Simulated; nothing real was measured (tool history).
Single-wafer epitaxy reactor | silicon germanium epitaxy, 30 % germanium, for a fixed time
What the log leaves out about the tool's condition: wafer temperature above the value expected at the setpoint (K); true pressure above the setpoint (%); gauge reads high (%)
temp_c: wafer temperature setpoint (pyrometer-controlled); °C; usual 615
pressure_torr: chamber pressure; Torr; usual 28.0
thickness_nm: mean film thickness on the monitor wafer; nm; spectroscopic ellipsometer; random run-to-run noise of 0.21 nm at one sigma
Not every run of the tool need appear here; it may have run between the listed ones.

| run | day | temp_c | pressure_torr | wafers since the last listed run | hours since the last pyrometer calibration | hours since the last manometer calibration | hours since the showerhead was replaced | hours since the gauge calibration | read-back reference wafer on the same gauge, thickness_nm | thickness_nm |
|---|---|---|---|---|---|---|---|---|---|---|
| 1 | 0.000 | 615 | 28.0 | 0 | 2591.2 | 1287.0 | 3254.5 | 143.2 | 100.875 | 85.811 |
| 2 | 1.792 | 615 | 28.0 | 702 | 2634.2 | 1330.0 | 3297.5 | 186.2 | 100.820 | 85.673 |
| 3 | 4.579 | 615 | 28.0 | 1093 | 2701.1 | 1396.9 | 3364.4 | 253.1 | 100.813 | 85.580 |
| 4 | 6.617 | 615 | 28.0 | 799 | 2750.0 | 1445.8 | 3413.3 | 302.0 | 100.817 | 85.539 |
| 5 | 8.358 | 615 | 28.0 | 683 | 2791.8 | 1487.6 | 3455.1 | 343.8 | 100.780 | 85.843 |
| 6 | 10.950 | 615 | 28.0 | 1016 | 2854.0 | 1549.8 | 3517.3 | 406.0 | 100.763 | 85.269 |
| 7 | 13.483 | 615 | 28.0 | 993 | 2914.8 | 1610.6 | 3578.1 | 466.8 | 100.799 | 85.539 |
| 8 | 15.583 | 615 | 28.0 | 823 | 2965.2 | 1661.0 | 3628.5 | 517.2 | 100.866 | 85.598 |
| 9 | 17.229 | 615 | 28.0 | 645 | 3004.7 | 1700.5 | 3668.0 | 556.7 | 100.862 | 85.438 |
| 10 | 19.062 | 615 | 28.0 | 719 | 3048.7 | 1744.5 | 3712.0 | 600.7 | 100.758 | 85.320 |
|  | 19.679 | pyrometer calibrated |
| 11 | 26.417 | 615 | 28.0 | 2753 | 161.7 | 1921.0 | 3888.5 | 777.2 | 100.877 | 85.646 |
| 12 | 28.538 | 615 | 28.0 | 831 | 212.6 | 1971.9 | 3939.4 | 828.1 | 100.765 | 85.601 |
| 13 | 30.742 | 615 | 28.0 | 864 | 265.5 | 2024.8 | 3992.3 | 881.0 | 100.829 | 85.640 |
| 14 | 33.525 | 615 | 28.0 | 1091 | 332.3 | 2091.6 | 4059.1 | 947.8 | 100.870 | 85.371 |
| 15 | 36.083 | 623 | 33.8 | 1003 | 393.7 | 2153.0 | 4120.5 | 1009.2 | 100.820 | 106.568 |
|  | 37.233 | gauge calibrated |
|  | 40.217 | showerhead replaced |
| 16 | 41.238 | 623 | 23.3 | 1890 | 517.4 | 2276.7 | 24.5 | 96.1 | 100.737 | 88.846 |
|  | 43.325 | capacitance manometer re-zeroed and calibrated |
| 17 | 44.038 | 615 | 28.0 | 967 | 584.6 | 17.1 | 91.7 | 163.3 | 100.824 | 88.999 |
| 18 | 45.917 | 620 | 33.3 | 737 | 629.7 | 62.2 | 136.8 | 208.4 | 100.750 | 104.252 |
| 19 | 48.350 | 615 | 28.0 | 954 | 688.1 | 120.6 | 195.2 | 266.8 | 100.854 | 88.534 |
| 20 | 50.154 | 621 | 28.0 | 707 | 731.4 | 163.9 | 238.5 | 310.1 | 100.813 | 96.763 |
| 21 | 51.292 | 615 | 31.5 | 446 | 758.7 | 191.2 | 265.8 | 337.4 | 100.769 | 93.012 |
| 22 | 54.100 | 623 | 28.0 | 1101 | 826.1 | 258.6 | 333.2 | 404.8 | 100.757 | 99.586 |
| 23 | 55.442 | 602 | 22.8 | 526 | 858.3 | 290.8 | 365.4 | 437.0 | 100.817 | 64.093 |
| 24 | 57.558 | 607 | 23.8 | 830 | 909.1 | 341.6 | 416.2 | 487.8 | 100.806 | 70.815 |
| 25 | 60.175 | 608 | 22.2 | 1026 | 971.9 | 404.4 | 479.0 | 550.6 | 100.729 | 69.399 |
| 26 | 61.767 | 605 | 25.4 | 624 | 1010.1 | 442.6 | 517.2 | 588.8 | 100.871 | 70.512 |
| 27 | 64.179 | 615 | 26.2 | 946 | 1068.0 | 500.5 | 575.1 | 646.7 | 100.770 | 84.118 |

What the log doesn't show, run by run:
wafer temperature above the value expected at the setpoint (K): 0 across all the runs
gauge reads high (%): 0 across all the runs
H1: true pressure above the setpoint (%)
| run | H1 |
|---|---|
| 1 | -6.74 |
| 2 | -6.81 |
| 3 | -6.93 |
| 4 | -7 |
| 5 | -7.06 |
| 6 | -7.15 |
| 7 | -7.22 |
| 8 | -7.28 |
| 9 | -7.32 |
| 10 | -7.36 |
| 11 | -7.51 |
| 12 | -7.55 |
| 13 | -7.58 |
| 14 | -7.63 |
| 15 | -7.66 |
| 16 | -7.72 |
| 17 | -0.0842 |
| 18 | -0.607 |
| 19 | -1.24 |
| 20 | -1.67 |
| 21 | -1.93 |
| 22 | -2.52 |
| 23 | -2.79 |
| 24 | -3.18 |
| 25 | -3.63 |
| 26 | -3.88 |
| 27 | -4.24 |
